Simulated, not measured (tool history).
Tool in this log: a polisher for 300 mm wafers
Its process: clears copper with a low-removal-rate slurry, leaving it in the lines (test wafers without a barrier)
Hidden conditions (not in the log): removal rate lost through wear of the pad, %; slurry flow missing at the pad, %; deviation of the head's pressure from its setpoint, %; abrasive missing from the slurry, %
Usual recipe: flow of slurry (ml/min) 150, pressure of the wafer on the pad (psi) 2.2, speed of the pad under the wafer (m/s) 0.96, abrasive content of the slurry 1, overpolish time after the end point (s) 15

run    hour  flow of slurry (ml/min)  pressure of the wafer on the pad (psi)  speed of the pad under the wafer (m/s)  abrasive content of the slurry  overpolish time after the end point (s)  wafers since the last listed run  wafers polished on this pad  hours since the slurry nozzle was cleaned  hours since the head pressure was calibrated  hours since the slurry blender was calibrated  incoming thickness of the incoming film, nm  time until the end point was called (s)  dishing of a wide line in a test structure (nm)
  1       0                      150                                     2.2                                    1.12                               1                                       15                                 0                         1974                                       73.1                                         339.7                                          261.8                                        177.2                                     65.7                                             27.6
  2    67.6                      150                                     2.2                                    1.12                               1                                       15                               386                         2361                                      140.7                                         407.3                                          329.4                                        174.3                                       65                                             27.3
        120  -- worn pad replaced by a new one
  3   139.5                      150                                     2.2                                    0.96                               1                                       15                               388                          111                                      212.6                                         479.2                                          401.3                                        173.2                                     74.8                                             24.9
  4   205.9                      150                                     2.2                                    0.96                               1                                       15                               380                          491                                        279                                         545.6                                          467.7                                        174.5                                     77.7                                             23.1
  5   239.2                      150                                     2.2                                    0.96                               1                                       15                               190                          682                                      312.3                                         578.9                                            501                                          177                                     78.9                                             23.8
  6   269.7                      150                                     2.2                                    0.96                               1                                       15                               174                          856                                      342.8                                         609.4                                          531.5                                        173.1                                     78.4                                             23.5
      323.9  -- slurry blender recalibrated
  7   333.6                      150                                     2.2                                    0.96                               1                                       15                               354                         1211                                      406.7                                         673.3                                            9.7                                        175.4                                     75.5                                             23.9
  8   359.6                      120                                     2.2                                    0.96                            1.15                                       15                               148                         1360                                      432.7                                         699.3                                           35.7                                        172.9                                     77.3                                             24.6
  9   402.5                      150                                     2.6                                    0.96                             1.2                                       15                               245                         1605                                      475.6                                         742.2                                           78.6                                        173.8                                     64.9                                             27.4
      505.5  -- slurry nozzle cleaned
 10   578.1                      150                                     2.2                                    0.96                             0.9                                       15                               999                         2604                                       72.6                                         917.8                                          254.2                                        177.5                                     77.1                                               24
      589.4  -- head pressure recalibrated
 11   617.2                      185                                       3                                    0.96                               1                                       15                               212                         2817                                      111.7                                          27.8                                          293.3                                        175.3                                     57.9                                             32.9
        627  -- worn pad replaced by a new one
 12   707.1                      110                                     2.2                                    0.96                               1                                       12                               491                          458                                      201.6                                         117.7                                          383.2                                        172.4                                     78.9                                             19.5
      813.9  -- slurry blender recalibrated
 13   892.9                      185                                     2.2                                    0.96                               1                                        9                              1051                         1510                                      387.4                                         303.5                                             79                                        173.5                                     74.5                                             15.8
 14   940.5                      150                                     2.2                                    0.96                               1                                       15                               272                         1782                                        435                                         351.1                                          126.6                                        174.4                                     76.3                                             24.3
        973  -- slurry nozzle cleaned
 15    1008                      150                                     2.2                                    0.96                             1.1                                       17                               380                         2163                                         35                                         418.6                                          194.1                                          176                                     74.3                                             27.7
 16  1038.3                      150                                     2.2                                    0.96                               1                                       15                               173                         2336                                       65.3                                         448.9                                          224.4                                        175.8                                     75.7                                             24.4
     1155.6  -- worn pad replaced by a new one
 17  1250.6                      115                                     2.2                                    0.62                            0.85                                       21                              1192                          543                                      277.6                                         661.2                                          436.7                                          176                                    127.9                                             20.7
 18  1296.2                      185                                     2.7                                    0.96                            0.85                                       24                               260                          804                                      323.2                                         706.8                                          482.3                                        175.7                                     67.4                                             39.8
 19  1359.3                      135                                     2.2                                    1.06                             0.8                                       15                               361                         1165                                      386.3                                         769.9                                          545.4                                        173.1                                     75.1                                             23.1
     1375.3  -- slurry blender recalibrated
 20  1385.3                      150                                     1.7                                    0.96                               1                                        7                               137                         1303                                      412.3                                         795.9                                             10                                        176.5                                     95.1                                             10.2
     1454.7  -- slurry nozzle cleaned
 21  1544.7                      110                                     2.6                                    0.96                               1                                       17                               906                         2209                                         90                                         955.3                                          169.4                                        177.5                                     68.2                                             31.8
 22  1572.4                      150                                     2.4                                    0.96                            1.15                                       15                               158                         2368                                      117.7                                           983                                          197.1                                        175.9                                     68.7                                             27.3
     1635.2  -- worn pad replaced by a new one
 23  1635.7                      165                                     2.2                                    0.96                               1                                       15                               339                            3                                        181                                        1046.3                                          260.4                                        177.8                                     76.4                                             24.5
 24  1680.6                      150                                     2.2                                    0.96                               1                                       15                               256                          260                                      225.9                                        1091.2                                          305.3                                        178.4                                       77                                             24.6
     1726.7  -- head pressure recalibrated
 25  1740.4                      110                                     2.2                                    0.96                               1                                       15                               330                          590                                      285.7                                          13.7                                          365.1                                        173.3                                     78.6                                             23.9
 26  1764.6                      135                                     2.2                                    0.96                            1.25                                       15                               138                          729                                      309.9                                          37.9                                          389.3                                        174.7                                     76.4                                             25.8
 27  1835.9                      150                                     2.2                                     0.8                             0.8                                       15                               408                         1137                                      381.2                                         109.2                                          460.6                                        172.5                                     98.8                                             20.3
 28  1893.4                      110                                     2.2                                    0.96                               1                                       12                               329                         1466                                      438.7                                         166.7                                          518.1                                        171.5                                     82.8                                             18.6
     1944.8  -- slurry blender recalibrated
 29  1945.2                      150                                     2.2                                    0.72                               1                                       15                               285                         1751                                      490.5                                         218.5                                            0.4                                        175.7                                    106.3                                             18.5

Here are 3 independent what-if runs from the current tool condition. What would each one return?
  A  1945.7                      150                                     2.2                                    0.96                               1                                       15                                 2                         1754                                        491                                           219                                            0.9                                        176.7                                        ?                                                ?
  B  1945.7                      150                                     1.7                                    0.86                               1                                        7                                 2                         1754                                        491                                           219                                            0.9                                        176.7                                        ?                                                ?
  C  1945.7                      150                                     2.8                                    1.18                               1                                       15                                 2                         1754                                        491                                           219                                            0.9                                        176.7                                        ?                                                ?

run  time until the end point was called (s)  dishing of a wide line in a test structure (nm)
  A                                     78.8                                             24.5
  B                                      107                                              9.1
  C                                     52.9                                             34.9
Without the tool's hidden state the same runs would have given:
run  time until the end point was called (s)  dishing of a wide line in a test structure (nm)
  A                                     75.5                                             25.4
  B                                    102.4                                              9.5
  C                                     50.6                                             36.2
